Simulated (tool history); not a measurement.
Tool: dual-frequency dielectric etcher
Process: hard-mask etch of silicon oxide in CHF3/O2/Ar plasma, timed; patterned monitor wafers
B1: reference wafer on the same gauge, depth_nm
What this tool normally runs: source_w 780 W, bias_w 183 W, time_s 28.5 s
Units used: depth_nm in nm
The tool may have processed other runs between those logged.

run 1 hour=0 | source_w=730 bias_w=183 time_s=28.5 | B1=66.2 | depth_nm=59.5
run 2 hour=106.1 | source_w=730 bias_w=183 time_s=28.5 | B1=66.3 | depth_nm=58.5
run 3 hour=151.5 | source_w=730 bias_w=183 time_s=28.5 | B1=66.4 | depth_nm=58.8
run 4 hour=242.2 | source_w=780 bias_w=183 time_s=28.5 | B1=66.3 | depth_nm=61
run 5 hour=325.5 | source_w=780 bias_w=204 time_s=28.5 | B1=66.3 | depth_nm=63.1
run 6 hour=421.5 | source_w=780 bias_w=204 time_s=28.5 | B1=66.3 | depth_nm=62.9
run 7 hour=488.3 | source_w=780 bias_w=204 time_s=28.5 | B1=66.4 | depth_nm=63.6
run 8 hour=546.3 | source_w=670 bias_w=183 time_s=28.5 | B1=66.2 | depth_nm=57.2
run 9 hour=653.3 | source_w=780 bias_w=183 time_s=28.5 | B1=66.2 | depth_nm=60.7
run 10 hour=748.6 | source_w=780 bias_w=183 time_s=28.5 | B1=66.3 | depth_nm=60.6
run 11 hour=824.5 | source_w=780 bias_w=183 time_s=28.5 | B1=66.4 | depth_nm=60.9
run 12 hour=866.9 | source_w=780 bias_w=183 time_s=31 | B1=66.2 | depth_nm=65.5
run 13 hour=948.4 | source_w=780 bias_w=141 time_s=28.5 | B1=66.4 | depth_nm=54.9
run 14 hour=1015.7 | source_w=780 bias_w=183 time_s=28.5 | B1=66.2 | depth_nm=60.3
run 15 hour=1103.1 | source_w=650 bias_w=169 time_s=23 | B1=66.2 | depth_nm=43.8
run 16 hour=1195.5 | source_w=780 bias_w=183 time_s=28.5 | B1=66.2 | depth_nm=60.4
run 17 hour=1291.1 | source_w=600 bias_w=223 time_s=24.5 | B1=66.2 | depth_nm=50.1
run 18 hour=1358.5 | source_w=780 bias_w=183 time_s=32.5 | B1=66.3 | depth_nm=69.5
run 19 hour=1432.4 | source_w=780 bias_w=183 time_s=28.5 | B1=66.2 | depth_nm=60.2
run 20 hour=1473.1 | source_w=780 bias_w=183 time_s=28.5 | B1=66.3 | depth_nm=60.8
run 21 hour=1560.1 | source_w=780 bias_w=183 time_s=28.5 | B1=66.4 | depth_nm=60.8
run 22 hour=1703.3 | source_w=780 bias_w=183 time_s=28.5 | B1=66.3 | depth_nm=60.4
run 23 hour=1784.1 | source_w=780 bias_w=195 time_s=28.5 | B1=66.4 | depth_nm=61.5
run 24 hour=1839 | source_w=700 bias_w=183 time_s=32 | B1=66.3 | depth_nm=65.5
run 25 hour=1901 | source_w=910 bias_w=183 time_s=36.5 | B1=66.2 | depth_nm=83.7
run 26 hour=1937.6 | source_w=700 bias_w=216 time_s=22 | B1=66.1 | depth_nm=48.1
run 27 hour=2026.9 | source_w=890 bias_w=222 time_s=25.5 | B1=66.2 | depth_nm=62.1
run 28 hour=2072.6 | source_w=670 bias_w=206 time_s=36.5 | B1=66.2 | depth_nm=76
run 29 hour=2128.5 | source_w=670 bias_w=227 time_s=28.5 | B1=66.1 | depth_nm=61.1
run 30 hour=2167 | source_w=730 bias_w=183 time_s=28.5 | B1=66.2 | depth_nm=58.4

The log once held 8 entries between its listed runs, left out of this copy. Where does each go, and what is different about the tool's unlogged condition between the listed run before it and the listed run after it?
Logged between run 4 and run 5: wet clean of the chamber (hour 298.8)
  both runs share identical hidden conditions
Logged between run 9 and run 10: gauge calibrated (hour 687.2)
  both runs share identical hidden conditions
Logged between run 11 and run 12: wet clean of the chamber (hour 849.3)
  both runs share identical hidden conditions
Logged between run 13 and run 14: source power generator calibrated (hour 1003.3)
  both runs share identical hidden conditions
Logged between run 17 and run 18: upper electrode replaced (hour 1336.2); wet clean of the chamber (hour 1358)
  both runs share identical hidden conditions
Logged between run 20 and run 21: bias power generator calibrated (hour 1538.9)
  both runs share identical hidden conditions
Logged between run 26 and run 27: wet clean of the chamber (hour 1964.8)
  both runs share identical hidden conditions
